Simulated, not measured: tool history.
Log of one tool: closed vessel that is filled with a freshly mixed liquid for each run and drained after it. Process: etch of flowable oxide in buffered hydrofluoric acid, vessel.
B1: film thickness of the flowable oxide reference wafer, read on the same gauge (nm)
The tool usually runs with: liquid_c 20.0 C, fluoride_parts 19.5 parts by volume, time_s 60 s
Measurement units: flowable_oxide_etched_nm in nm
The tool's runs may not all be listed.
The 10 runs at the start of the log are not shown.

run 11 day=6.196 | liquid_c=20.0 fluoride_parts=19.5 time_s=60 | B1=90.00 | flowable_oxide_etched_nm=74.86
run 12 day=6.558 | liquid_c=19.0 fluoride_parts=19.5 time_s=75 | B1=89.98 | flowable_oxide_etched_nm=88.54
run 13 day=6.942 | liquid_c=19.0 fluoride_parts=19.5 time_s=75 | B1=90.00 | flowable_oxide_etched_nm=89.34
-- day=7.054 thermometer replaced
run 14 day=7.275 | liquid_c=21.5 fluoride_parts=14.0 time_s=90 | B1=89.98 | flowable_oxide_etched_nm=169.38
run 15 day=7.779 | liquid_c=20.0 fluoride_parts=19.5 time_s=60 | B1=89.98 | flowable_oxide_etched_nm=75.98
run 16 day=8.079 | liquid_c=20.0 fluoride_parts=19.5 time_s=60 | B1=90.04 | flowable_oxide_etched_nm=75.58
run 17 day=8.492 | liquid_c=20.0 fluoride_parts=19.5 time_s=60 | B1=90.03 | flowable_oxide_etched_nm=74.97
run 18 day=9.225 | liquid_c=20.0 fluoride_parts=19.5 time_s=60 | B1=90.01 | flowable_oxide_etched_nm=74.47
run 19 day=9.558 | liquid_c=20.0 fluoride_parts=19.5 time_s=60 | B1=89.99 | flowable_oxide_etched_nm=74.74
run 20 day=10.292 | liquid_c=17.0 fluoride_parts=11.5 time_s=60 | B1=89.99 | flowable_oxide_etched_nm=106.17
run 21 day=10.775 | liquid_c=17.0 fluoride_parts=19.5 time_s=50 | B1=89.97 | flowable_oxide_etched_nm=52.88
run 22 day=11.058 | liquid_c=20.0 fluoride_parts=19.5 time_s=60 | B1=90.01 | flowable_oxide_etched_nm=75.22
run 23 day=11.546 | liquid_c=20.0 fluoride_parts=24.0 time_s=50 | B1=90.02 | flowable_oxide_etched_nm=51.92
-- day=12.038 hydrofluoric acid flow meter replaced
run 24 day=12.262 | liquid_c=20.0 fluoride_parts=19.5 time_s=30 | B1=90.01 | flowable_oxide_etched_nm=33.74
-- day=12.642 gauge calibrated
run 25 day=12.796 | liquid_c=21.5 fluoride_parts=25.5 time_s=40 | B1=90.00 | flowable_oxide_etched_nm=40.89
run 26 day=13.458 | liquid_c=18.5 fluoride_parts=22.5 time_s=95 | B1=89.97 | flowable_oxide_etched_nm=87.67
run 27 day=14.112 | liquid_c=23.5 fluoride_parts=19.5 time_s=40 | B1=89.99 | flowable_oxide_etched_nm=55.65
run 28 day=14.671 | liquid_c=17.0 fluoride_parts=19.5 time_s=60 | B1=90.02 | flowable_oxide_etched_nm=57.77
run 29 day=15.108 | liquid_c=17.0 fluoride_parts=17.5 time_s=90 | B1=90.02 | flowable_oxide_etched_nm=95.77
run 30 day=15.562 | liquid_c=20.0 fluoride_parts=19.5 time_s=60 | B1=89.98 | flowable_oxide_etched_nm=69.17
run 31 day=16.208 | liquid_c=18.5 fluoride_parts=19.5 time_s=50 | B1=90.04 | flowable_oxide_etched_nm=52.58
run 32 day=16.933 | liquid_c=20.0 fluoride_parts=19.5 time_s=60 | B1=89.99 | flowable_oxide_etched_nm=68.67
run 33 day=17.417 | liquid_c=20.0 fluoride_parts=23.5 time_s=30 | B1=90.01 | flowable_oxide_etched_nm=29.89
run 34 day=18.146 | liquid_c=17.0 fluoride_parts=24.0 time_s=90 | B1=89.98 | flowable_oxide_etched_nm=73.40

Below are 3 alternative next runs, each starting from the tool's condition after run 34. Predict each:
run A day=18.175 | liquid_c=20.0 fluoride_parts=19.5 time_s=60 | B1=? | flowable_oxide_etched_nm=?
run B day=18.175 | liquid_c=21.5 fluoride_parts=26.0 time_s=60 | B1=? | flowable_oxide_etched_nm=?
run C day=18.175 | liquid_c=23.0 fluoride_parts=12.5 time_s=60 | B1=? | flowable_oxide_etched_nm=?

run=A B1=89.99 flowable_oxide_etched_nm=69.20
run=B B1=89.99 flowable_oxide_etched_nm=60.61
run=C B1=89.99 flowable_oxide_etched_nm=126.57
Without the tool's hidden state the same runs would have given:
run=A flowable_oxide_etched_nm=66.88
run=B flowable_oxide_etched_nm=59.19
run=C flowable_oxide_etched_nm=122.36
